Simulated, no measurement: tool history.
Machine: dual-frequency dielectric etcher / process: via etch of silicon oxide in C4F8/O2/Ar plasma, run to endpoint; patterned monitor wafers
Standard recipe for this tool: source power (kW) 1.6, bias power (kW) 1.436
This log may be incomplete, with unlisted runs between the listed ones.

run	day	source power (kW)	bias power (kW)	incoming incoming film thickness, nm	endpoint time (s)
1	0	1.6	1.709	1015.9	241
2	0.538	1.6	1.709	1012.3	241.8
3	1.108	1.6	1.709	1016.2	241.6
4	1.738	1.6	1.436	1008.3	256.4
5	2.75	1.72	1.436	1006.3	254.4
6	3.392	1.77	1.436	1017.3	250.2
7	4.758	1.77	1.436	1016.4	249.5
8	5.8	1.77	1.436	1007.6	246.8
9	6.954	1.6	1.436	1009.5	259.4
10	8.021	1.6	1.436	1010.2	256.2
11	8.821	1.6	1.436	1005	261.8
12	9.504	1.6	1.436	1017.8	263.6
# day 9.842: bias power generator calibrated
# day 10.692: upper electrode replaced
13	10.712	1.6	1.436	1008.9	261.2
# day 12.971: wet clean of the chamber
14	12.992	1.42	1.436	1010.1	257.1
15	14.229	1.49	1.101	1007.9	285.4
16	17.288	1.6	1.436	1020.9	253.3
# day 19.667: source power generator calibrated
17	20.554	1.41	1.677	1015.6	250.2
18	21.221	1.6	1.436	1013.9	253.1
19	23.846	1.71	1.436	1018.4	251.9
20	24.862	1.6	1.436	1003.3	255.7
21	26.179	1.24	1.15	1004.4	300.6
22	27.567	1.94	1.318	1015.6	254.5
23	28.479	1.33	1.436	1011.1	271.6
24	29.121	1.86	1.733	1003.1	227.8
25	29.867	1.6	1.436	1003.2	256.4
26	30.538	1.92	1.589	1009.1	237.4

Below are 5 alternative next runs, each starting from the tool's condition after run 26. Predict each:
A	30.558	1.99	1.436	1013.7	?
B	30.558	1.38	1.557	1013.7	?
C	30.558	1.23	1.557	1013.7	?
D	30.558	1.49	1.311	1013.7	?
E	30.558	1.76	1.204	1013.7	?

run	endpoint time (s)
A	241.8
B	265.2
C	275.1
D	275.6
E	268.9
What these runs would have given with no unlogged condition in the tool:
run	endpoint time (s)
A	232.1
B	254.6
C	264.1
D	264.6
E	258.1

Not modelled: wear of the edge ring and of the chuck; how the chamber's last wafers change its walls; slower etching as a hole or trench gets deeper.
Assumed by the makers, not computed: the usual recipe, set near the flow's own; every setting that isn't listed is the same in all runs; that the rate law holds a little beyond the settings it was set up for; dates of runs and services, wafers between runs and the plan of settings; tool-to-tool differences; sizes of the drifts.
